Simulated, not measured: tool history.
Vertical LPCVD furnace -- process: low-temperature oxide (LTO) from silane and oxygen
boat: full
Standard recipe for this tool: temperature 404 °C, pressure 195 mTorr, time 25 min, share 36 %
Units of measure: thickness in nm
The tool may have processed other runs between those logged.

run   hour  temperature  pressure  time  share  read-back reference wafer on the same gauge, thickness  thickness
  1      0          404       195    25     34                                                  167.94      183.1
  2   18.7          399       195    25     36                                                  167.93     186.91
  3   32.8          399       195    25     36                                                  167.99     185.65
  4     68          404       195    25     36                                                  167.99     196.56
     108.5  -- thermocouples replaced and temperature profile calibrated
  5    109          404       195    25     36                                                  168.02     188.89
     111.9  -- gauge calibrated
  6  121.6          404       195    25     36                                                  167.92      188.5
  7  142.2          404       195    25     36                                                  167.88     189.51
       178  -- pressure gauge zeroed
  8  178.5          404       220    25     36                                                  167.88     212.72
  9    183          404       220    25     36                                                   168.1     212.92
 10  207.3          404       195  31.5     36                                                  168.09      237.4
 11  225.7          398       175    25     30                                                  168.05     121.06
 12  245.4          404       230    25     39                                                  168.12     246.41
 13  271.8          404       195    25     36                                                  167.94     187.96
 14  353.1          410       180  15.5     34                                                     168     105.99
       394  -- silane flow controller replaced
 15  394.5          404       195    25     36                                                  168.04     199.57
 16  399.1          404       195    25     36                                                  167.87     199.42
 17  417.3          404       240    25     36                                                  167.99     243.63
 18  429.7          404       210  17.5     36                                                  167.87     149.69
 19  447.6          404       175  21.5     31                                                  167.81      125.4
 20    483          397       225    25     36                                                  167.96     212.43
 21  497.5          408       195    25     34                                                  168.05     192.16
 22  512.2          404       170  29.5     36                                                     168     205.25
 23  542.7          404       215    25     36                                                  168.07     219.13
 24  644.2          408       195    18     36                                                  167.81     150.24
 25  657.5          404       235    25     36                                                  168.09     240.55
 26  688.1          404       195    25     42                                                  168.12     238.52
 27  751.4          407       155  31.5     31                                                  167.97     168.24
 28  778.4          414       195    25     36                                                  167.91     223.13
 29  793.9          404       235    25     36                                                   168.1     240.02
 30  806.2          404       195    25     36                                                  167.86     200.41
 31  818.7          396       195    16     41                                                  168.11     136.74

Forecast each of these 4 alternatives for the next run:
  A  823.4          404       195    25     36                                                       ?          ?
  B  823.4          404       165    19     36                                                       ?          ?
  C  823.4          409       195    25     29                                                       ?          ?
  D  823.4          404       195    29     36                                                       ?          ?

run  read-back reference wafer on the same gauge, thickness  thickness
  A                                                  168.05     199.57
  B                                                  168.05     128.34
  C                                                  168.05     156.81
  D                                                  168.05      231.5
Had the tool no hidden state, the same runs would have come out as:
run  thickness
  A     196.98
  B     126.67
  C     154.59
  D      228.5

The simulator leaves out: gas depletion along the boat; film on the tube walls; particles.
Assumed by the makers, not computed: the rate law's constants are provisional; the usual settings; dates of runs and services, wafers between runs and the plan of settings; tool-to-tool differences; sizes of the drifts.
